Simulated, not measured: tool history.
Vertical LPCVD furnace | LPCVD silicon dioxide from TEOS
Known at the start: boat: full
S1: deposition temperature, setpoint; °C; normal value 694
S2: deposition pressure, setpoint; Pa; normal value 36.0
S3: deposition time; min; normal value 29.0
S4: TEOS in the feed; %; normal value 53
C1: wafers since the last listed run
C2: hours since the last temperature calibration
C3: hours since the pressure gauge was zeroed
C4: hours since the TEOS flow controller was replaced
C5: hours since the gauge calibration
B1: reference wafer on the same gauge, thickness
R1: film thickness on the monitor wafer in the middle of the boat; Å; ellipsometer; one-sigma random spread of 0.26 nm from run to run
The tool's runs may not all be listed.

| run | hour | S1 | S2 | S3 | S4 | C1 | C2 | C3 | C4 | C5 | B1 | R1 |
|---|---|---|---|---|---|---|---|---|---|---|---|---|
| 1 | 0.0 | 694 | 36.0 | 29.0 | 57 | 0 | 3332.3 | 3152.6 | 1573.6 | 44.9 | 186.91 | 1817.4 |
| 2 | 66.5 | 694 | 36.0 | 29.0 | 53 | 759 | 3398.8 | 3219.1 | 1640.1 | 111.4 | 187.05 | 1759.5 |
| 3 | 123.0 | 694 | 36.0 | 29.0 | 53 | 645 | 3455.3 | 3275.6 | 1696.6 | 167.9 | 187.02 | 1751.8 |
| 4 | 175.8 | 694 | 36.0 | 29.0 | 53 | 603 | 3508.1 | 3328.4 | 1749.4 | 220.7 | 186.97 | 1755.7 |
| 5 | 273.1 | 694 | 42.0 | 29.0 | 53 | 1111 | 3605.4 | 3425.7 | 1846.7 | 318.0 | 187.02 | 1892.6 |
| 6 | 379.7 | 694 | 36.0 | 29.0 | 53 | 1217 | 3712.0 | 3532.3 | 1953.3 | 424.6 | 186.99 | 1764.9 |
|  | 425.5 | TEOS flow controller replaced |
| 7 | 438.6 | 694 | 36.0 | 29.0 | 53 | 398 | 3770.9 | 3591.2 | 13.1 | 483.5 | 186.98 | 1766.0 |
| 8 | 480.4 | 694 | 36.0 | 29.0 | 53 | 477 | 3812.7 | 3633.0 | 54.9 | 525.3 | 186.94 | 1766.8 |
| 9 | 569.7 | 694 | 36.0 | 29.0 | 53 | 1020 | 3902.0 | 3722.3 | 144.2 | 614.6 | 186.91 | 1773.6 |
|  | 671.1 | gauge calibrated |
| 10 | 676.1 | 690 | 40.0 | 29.0 | 60 | 1215 | 4008.4 | 3828.7 | 250.6 | 5.0 | 186.93 | 1810.0 |
|  | 705.8 | thermocouples replaced and temperature profile calibrated |
| 11 | 728.0 | 694 | 28.7 | 26.0 | 53 | 318 | 22.2 | 3880.6 | 302.5 | 56.9 | 187.11 | 1318.9 |
| 12 | 782.0 | 699 | 38.7 | 33.5 | 44 | 616 | 76.2 | 3934.6 | 356.5 | 110.9 | 187.02 | 2015.5 |
| 13 | 840.0 | 694 | 36.0 | 29.0 | 53 | 662 | 134.2 | 3992.6 | 414.5 | 168.9 | 187.12 | 1643.7 |
| 14 | 920.0 | 683 | 44.7 | 29.0 | 60 | 913 | 214.2 | 4072.6 | 494.5 | 248.9 | 186.94 | 1493.6 |
|  | 970.8 | pressure gauge zeroed |
| 15 | 1012.4 | 702 | 36.0 | 40.5 | 53 | 781 | 306.6 | 41.6 | 586.9 | 341.3 | 187.03 | 2705.9 |
| 16 | 1108.9 | 698 | 36.0 | 29.0 | 62 | 1102 | 403.1 | 138.1 | 683.4 | 437.8 | 187.01 | 1913.2 |
| 17 | 1156.1 | 705 | 36.0 | 21.5 | 62 | 539 | 450.3 | 185.3 | 730.6 | 485.0 | 187.08 | 1676.0 |
| 18 | 1192.8 | 694 | 36.0 | 38.0 | 53 | 419 | 487.0 | 222.0 | 767.3 | 521.7 | 187.05 | 2119.8 |

What does the tool deliver on the next run?
| 19 | 1288.9 | 694 | 36.0 | 29.0 | 53 | 1097 | 583.1 | 318.1 | 863.4 | 617.8 | ? | ? |

B1: 186.94
R1: 1622.1 Å
With the hidden condition absent and the run-to-run variation left alone, this run would have shown R1 1594.8 Å.

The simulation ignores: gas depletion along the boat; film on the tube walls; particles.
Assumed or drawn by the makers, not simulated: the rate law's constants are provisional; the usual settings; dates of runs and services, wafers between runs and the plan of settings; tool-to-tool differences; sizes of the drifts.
